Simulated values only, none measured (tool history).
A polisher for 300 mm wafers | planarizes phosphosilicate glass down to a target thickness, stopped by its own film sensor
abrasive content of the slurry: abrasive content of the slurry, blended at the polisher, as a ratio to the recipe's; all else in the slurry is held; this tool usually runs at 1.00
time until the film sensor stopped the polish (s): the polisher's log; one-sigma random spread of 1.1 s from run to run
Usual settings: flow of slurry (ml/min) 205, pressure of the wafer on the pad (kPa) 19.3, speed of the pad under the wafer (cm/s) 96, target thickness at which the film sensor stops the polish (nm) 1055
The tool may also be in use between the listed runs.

run    hour  flow of slurry (ml/min)  pressure of the wafer on the pad (kPa)  speed of the pad under the wafer (cm/s)  abrasive content of the slurry  target thickness at which the film sensor stops the polish (nm)  incoming thickness of the incoming film, nm  time until the film sensor stopped the polish (s)
  1     0.0                      205                                    19.3                                       88                            1.00                                                              985                                       1850.2                                              122.2
       57.0  -- worn pad replaced by a new one
  2    76.9                      205                                    19.3                                       88                            1.00                                                              985                                       1796.6                                              116.2
      100.0  -- slurry blender recalibrated
      123.6  -- conditioning disc replaced and pad reconditioned
      127.5  -- head pressure recalibrated
  3   176.9                      205                                    19.3                                       88                            1.00                                                              985                                       1807.9                                              117.0
  4   227.3                      205                                    19.3                                      104                            1.00                                                             1055                                       1815.3                                               97.7
      307.5  -- worn pad replaced by a new one
  5   310.0                      205                                    14.5                                       96                            1.00                                                             1055                                       1830.4                                              127.1
      371.7  -- slurry nozzle cleaned
      382.0  -- conditioning disc replaced and pad reconditioned
  6   396.6                      185                                    19.3                                       96                            1.00                                                             1055                                       1801.2                                               99.7
  7   451.3                      205                                    19.3                                       96                            1.00                                                             1055                                       1813.5                                              101.3
      493.8  -- head pressure recalibrated
      507.5  -- slurry blender recalibrated
      557.4  -- worn pad replaced by a new one
  8   557.9                      205                                    22.8                                       96                            1.10                                                             1055                                       1820.0                                               89.5
      615.0  -- conditioning disc replaced and pad reconditioned
      788.6  -- worn pad replaced by a new one
      853.9  -- conditioning disc replaced and pad reconditioned
  9   854.8                      205                                    19.3                                       96                            1.00                                                             1055                                       1853.1                                              108.8
      876.0  -- head pressure recalibrated
      909.3  -- slurry blender recalibrated
 10   941.6                      205                                    19.3                                       96                            0.90                                                              975                                       1810.0                                              116.9
     1032.2  -- worn pad replaced by a new one
 11  1048.5                      140                                    19.3                                       96                            0.70                                                             1055                                       1810.0                                              118.8
     1084.7  -- conditioning disc replaced and pad reconditioned
     1098.2  -- slurry nozzle cleaned
 12  1121.9                      205                                    19.3                                       96                            1.15                                                             1055                                       1779.6                                               93.9
 13  1169.8                      205                                    22.8                                       96                            1.30                                                              978                                       1810.1                                               89.7
 14  1230.8                      205                                    16.5                                       76                            1.00                                                             1133                                       1815.5                                              118.6

Here are 3 independent what-if runs from the current tool condition. What would each one return?
  A  1231.3                      205                                    19.3                                       96                            1.00                                                             1055                                       1835.8                                                  ?
  B  1231.3                      250                                    19.3                                       84                            0.90                                                             1137                                       1835.8                                                  ?
  C  1231.3                      185                                    15.2                                       66                            1.20                                                             1055                                       1835.8                                                  ?

run  time until the film sensor stopped the polish (s)
  A                                              104.0
  B                                              101.3
  C                                              147.5
With the hidden condition removed and each run's random variation left untouched, the same runs would have given:
run  time until the film sensor stopped the polish (s)
  A                                              104.0
  B                                              101.3
  C                                              147.5
